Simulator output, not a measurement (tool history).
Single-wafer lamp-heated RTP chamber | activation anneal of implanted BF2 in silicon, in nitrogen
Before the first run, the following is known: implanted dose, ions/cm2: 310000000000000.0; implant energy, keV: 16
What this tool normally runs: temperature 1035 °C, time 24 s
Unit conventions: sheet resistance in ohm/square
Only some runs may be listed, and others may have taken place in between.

run   hour  temperature  time  wafers since the last listed run  wafers since the last pyrometer calibration  wafers since the reflector plate was cleaned  hours since the gauge calibration  read-back reference wafer on the same gauge, sheet resistance  sheet resistance
  1    0.0         1035    24                                 0                                         1174                                          4060                              506.7                                                         434.31            376.38
  2   18.5         1035    24                               296                                         1470                                          4356                              525.2                                                         433.99            378.22
  3   53.2         1035    24                               555                                         2026                                          4911                              559.9                                                         434.49            377.87
     121.8  -- reflector plate cleaned
     153.3  -- pyrometer window cleaned and pyrometer calibrated
  4  160.5         1035    24                              1461                                          114                                           492                              667.2                                                         433.93            375.75
  5  193.2         1035    24                               523                                          638                                          1015                              699.9                                                         434.11            375.18
  6  212.2         1035    24                               304                                          942                                          1319                              718.9                                                         433.80            375.17
  7  236.8         1035    24                               393                                         1336                                          1713                              743.5                                                         433.82            376.18
     248.7  -- reflector plate cleaned, repeated, since the last time left the tool worse
     263.1  -- gauge calibrated
  8  264.3         1035    24                               312                                         1648                                           249                                1.2                                                         434.15            377.75
  9  294.1         1048    24                               477                                         2125                                           727                               31.0                                                         433.92            375.31
 10  310.0         1048    24                               254                                         2380                                           981                               46.9                                                         434.08            374.66
 11  323.7         1024    24                               219                                         2599                                          1200                               60.6                                                         433.70            379.28
 12  352.0         1035    29                               453                                         3052                                          1654                               88.9                                                         434.13            374.86
     369.0  -- pyrometer window cleaned and pyrometer calibrated
 13  376.3         1035    29                               260                                          116                                          1915                              113.2                                                         433.78            375.60
 14  403.6         1035    24                               437                                          553                                          2352                              140.5                                                         434.20            376.93
 15  439.5         1035    24                               574                                         1128                                          2926                              176.4                                                         433.99            377.53
 16  470.1         1057    31                               489                                         1618                                          3416                              207.0                                                         433.78            367.53
 17  482.2         1009    19                               193                                         1812                                          3610                              219.1                                                         434.02            384.70
 18  495.3         1061    35                               209                                         2022                                          3820                              232.2                                                         433.64            363.40
 19  511.0         1057    31                               251                                         2273                                          4071                              247.9                                                         434.04            368.42
 20  526.5         1035    24                               248                                         2521                                          4319                              263.4                                                         433.71            377.32
 21  539.6         1035    18                               209                                         2731                                          4529                              276.5                                                         433.97            379.81
     571.1  -- pyrometer window cleaned and pyrometer calibrated
 22  571.6         1035    24                               384                                            8                                          4913                              308.5                                                         433.51            376.92
 23  592.0         1035    24                               326                                          334                                          5240                              328.9                                                         434.03            376.92
 24  614.2         1016    17                               355                                          690                                          5596                              351.1                                                         434.05            384.21
 25  648.5         1059    32                               549                                         1239                                          6145                              385.4                                                         434.08            367.39
     660.8  -- reflector plate cleaned
 26  666.6         1023    16                               161                                         1401                                            93                              403.5                                                         434.34            383.79
 27  697.5         1064    15                               494                                         1896                                           588                              434.4                                                         433.81            376.65
 28  714.4         1012    13                               270                                         2166                                           858                              451.3                                                         434.20            387.48

Below are 3 alternative next runs, each starting from the tool's condition after run 28. Predict each:
  A  714.8         1035    24                                 6                                         2173                                           865                              451.7                                                              ?                 ?
  B  714.8         1059    36                                 6                                         2173                                           865                              451.7                                                              ?                 ?
  C  714.8         1060    12                                 6                                         2173                                           865                              451.7                                                              ?                 ?

run  read-back reference wafer on the same gauge, sheet resistance  sheet resistance
  A                                                         434.13            378.00
  B                                                         434.13            365.56
  C                                                         434.13            380.43
Had the tool no hidden state, the same runs would have come out as:
run  sheet resistance
  A            378.41
  B            366.06
  C            380.75

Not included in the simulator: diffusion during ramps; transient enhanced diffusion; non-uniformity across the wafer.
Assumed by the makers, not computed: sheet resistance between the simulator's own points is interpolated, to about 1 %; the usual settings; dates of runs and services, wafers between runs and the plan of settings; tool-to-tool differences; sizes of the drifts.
